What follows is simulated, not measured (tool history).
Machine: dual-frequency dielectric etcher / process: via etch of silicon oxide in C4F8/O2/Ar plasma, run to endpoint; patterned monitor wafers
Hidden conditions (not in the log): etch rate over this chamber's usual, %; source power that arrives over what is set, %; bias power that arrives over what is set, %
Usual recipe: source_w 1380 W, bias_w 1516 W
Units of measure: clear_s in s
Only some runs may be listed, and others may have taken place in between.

run,hour,source_w,bias_w,wafers since the last listed run,hours since the last wet clean,hours since the last source power generator calibration,hours since the last bias power generator calibration,hours since the last upper electrode change,"incoming incoming film thickness, nm",clear_s
1,0.0,1380,1516,0,263.8,2412.2,2587.4,3310.2,1316.4,358.7
2,26.6,1380,1516,135,290.4,2438.8,2614.0,3336.8,1306.6,357.8
3,57.5,1380,1516,157,321.3,2469.7,2644.9,3367.7,1333.7,365.7
4,84.0,1460,1261,135,347.8,2496.2,2671.4,3394.2,1325.0,371.9
# hour 118.3: upper electrode replaced
5,118.8,1460,1261,55,382.6,2531.0,2706.2,0.5,1313.4,371.5
6,137.8,1380,1263,96,401.6,2550.0,2725.2,19.5,1328.3,383.4
7,156.0,1380,1263,92,419.8,2568.2,2743.4,37.7,1322.0,380.9
8,174.6,1280,1877,94,438.4,2586.8,2762.0,56.3,1313.7,355.3
9,195.0,1280,1377,104,458.8,2607.2,2782.4,76.7,1326.7,389.1
# hour 231.7: wet clean of the chamber
10,232.2,1380,1516,67,0.5,2644.4,2819.6,113.9,1315.9,345.1
# hour 239.6: source power generator calibrated
# hour 243.0: bias power generator calibrated
11,249.6,1080,1238,50,17.9,10.0,6.6,131.3,1303.2,392.3
12,266.7,1380,1893,87,35.0,27.1,23.7,148.4,1318.2,327.3
13,285.6,1240,1176,96,53.9,46.0,42.6,167.3,1313.8,386.3
14,319.8,1380,1206,174,88.1,80.2,76.8,201.5,1322.0,372.9
15,341.1,1460,1261,108,109.4,101.5,98.1,222.8,1319.4,357.0

4 options for the next run, each taken on its own from the tool as it stands now. Forecast them:
A,341.6,1380,1516,2,109.9,102.0,98.6,223.3,1308.4,?
B,341.6,1040,1856,2,109.9,102.0,98.6,223.3,1308.4,?
C,341.6,1250,1620,2,109.9,102.0,98.6,223.3,1308.4,?
D,341.6,1190,1328,2,109.9,102.0,98.6,223.3,1308.4,?

run,clear_s
A,345.8
B,359.9
C,351.5
D,376.6
With the hidden condition removed and each run's random variation left untouched, the same runs would have given:
run,clear_s
A,343.9
B,358.0
C,349.6
D,374.6

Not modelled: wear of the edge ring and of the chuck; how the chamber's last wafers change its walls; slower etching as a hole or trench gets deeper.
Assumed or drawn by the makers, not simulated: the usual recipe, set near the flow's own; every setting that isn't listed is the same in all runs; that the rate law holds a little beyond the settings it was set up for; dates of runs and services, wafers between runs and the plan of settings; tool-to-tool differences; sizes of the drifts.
